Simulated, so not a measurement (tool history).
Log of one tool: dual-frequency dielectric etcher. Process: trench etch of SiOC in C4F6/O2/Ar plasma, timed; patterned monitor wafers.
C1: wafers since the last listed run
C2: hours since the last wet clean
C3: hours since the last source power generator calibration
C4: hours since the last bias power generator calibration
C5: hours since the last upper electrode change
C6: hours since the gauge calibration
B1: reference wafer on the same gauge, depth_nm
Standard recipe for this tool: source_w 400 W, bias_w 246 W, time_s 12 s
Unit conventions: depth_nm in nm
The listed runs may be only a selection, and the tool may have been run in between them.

run 1 hour=0 | source_w=400 bias_w=246 time_s=12 | C1=0 C2=64.2 C3=2889.6 C4=2877.9 C5=2704.3 C6=519.6 | B1=25.95 | depth_nm=27.23
-- hour=33.1 gauge calibrated
run 2 hour=69.8 | source_w=400 bias_w=246 time_s=12 | C1=1234 C2=134 C3=2959.4 C4=2947.7 C5=2774.1 C6=36.7 | B1=25.98 | depth_nm=27.5
run 3 hour=95.3 | source_w=400 bias_w=246 time_s=10 | C1=450 C2=159.5 C3=2984.9 C4=2973.2 C5=2799.6 C6=62.2 | B1=26.01 | depth_nm=23.03
run 4 hour=135.5 | source_w=400 bias_w=246 time_s=10 | C1=710 C2=199.7 C3=3025.1 C4=3013.4 C5=2839.8 C6=102.4 | B1=25.98 | depth_nm=23.17
run 5 hour=172.3 | source_w=400 bias_w=246 time_s=12 | C1=650 C2=236.5 C3=3061.9 C4=3050.2 C5=2876.6 C6=139.2 | B1=25.98 | depth_nm=27.63
-- hour=354.9 bias power generator calibrated
-- hour=369 wet clean of the chamber
run 6 hour=376.9 | source_w=400 bias_w=246 time_s=12 | C1=3298 C2=7.9 C3=3266.5 C4=22 C5=3081.2 C6=343.8 | B1=25.96 | depth_nm=26.98
-- hour=422.6 upper electrode replaced
run 7 hour=423 | source_w=400 bias_w=246 time_s=13 | C1=390 C2=54 C3=3312.6 C4=68.1 C5=0.4 C6=389.9 | B1=26 | depth_nm=29.37
-- hour=472.3 source power generator calibrated
run 8 hour=491 | source_w=400 bias_w=246 time_s=12 | C1=1131 C2=122 C3=18.7 C4=136.1 C5=68.4 C6=457.9 | B1=25.99 | depth_nm=27.5
run 9 hour=547.9 | source_w=400 bias_w=246 time_s=13 | C1=1006 C2=178.9 C3=75.6 C4=193 C5=125.3 C6=514.8 | B1=25.99 | depth_nm=30.01
run 10 hour=588.1 | source_w=400 bias_w=246 time_s=15 | C1=710 C2=219.1 C3=115.8 C4=233.2 C5=165.5 C6=555 | B1=25.99 | depth_nm=35.09
-- hour=614.8 gauge calibrated
run 11 hour=656.7 | source_w=360 bias_w=303 time_s=15 | C1=1213 C2=287.7 C3=184.4 C4=301.8 C5=234.1 C6=41.9 | B1=25.99 | depth_nm=37
run 12 hour=722.7 | source_w=320 bias_w=278 time_s=10.5 | C1=1167 C2=353.7 C3=250.4 C4=367.8 C5=300.1 C6=107.9 | B1=26.01 | depth_nm=24.05
run 13 hour=779.5 | source_w=400 bias_w=211 time_s=13 | C1=1004 C2=410.5 C3=307.2 C4=424.6 C5=356.9 C6=164.7 | B1=25.98 | depth_nm=28.4
-- hour=814.7 wet clean of the chamber
run 14 hour=828.3 | source_w=400 bias_w=246 time_s=12 | C1=438 C2=13.6 C3=356 C4=473.4 C5=405.7 C6=213.5 | B1=26 | depth_nm=27.1
run 15 hour=880.5 | source_w=480 bias_w=219 time_s=15 | C1=923 C2=65.8 C3=408.2 C4=525.6 C5=457.9 C6=265.7 | B1=25.94 | depth_nm=34.61
run 16 hour=934 | source_w=400 bias_w=246 time_s=12 | C1=946 C2=119.3 C3=461.7 C4=579.1 C5=511.4 C6=319.2 | B1=25.93 | depth_nm=27.39

4 ways to go on from here, each from the tool as it stands after run 16. What would each give?
run A hour=934.4 | source_w=400 bias_w=246 time_s=12 | C1=7 C2=119.7 C3=462.1 C4=579.5 C5=511.8 C6=319.6 | B1=? | depth_nm=?
run B hour=934.4 | source_w=320 bias_w=303 time_s=8.5 | C1=7 C2=119.7 C3=462.1 C4=579.5 C5=511.8 C6=319.6 | B1=? | depth_nm=?
run C hour=934.4 | source_w=400 bias_w=281 time_s=12 | C1=7 C2=119.7 C3=462.1 C4=579.5 C5=511.8 C6=319.6 | B1=? | depth_nm=?
run D hour=934.4 | source_w=440 bias_w=269 time_s=9 | C1=7 C2=119.7 C3=462.1 C4=579.5 C5=511.8 C6=319.6 | B1=? | depth_nm=?

run=A B1=26.03 depth_nm=28.12
run=B B1=26.03 depth_nm=20.26
run=C B1=26.03 depth_nm=29.75
run=D B1=26.03 depth_nm=22.61
Without the tool's hidden state the same runs would have given:
run=A depth_nm=27.64
run=B depth_nm=19.91
run=C depth_nm=29.25
run=D depth_nm=22.22

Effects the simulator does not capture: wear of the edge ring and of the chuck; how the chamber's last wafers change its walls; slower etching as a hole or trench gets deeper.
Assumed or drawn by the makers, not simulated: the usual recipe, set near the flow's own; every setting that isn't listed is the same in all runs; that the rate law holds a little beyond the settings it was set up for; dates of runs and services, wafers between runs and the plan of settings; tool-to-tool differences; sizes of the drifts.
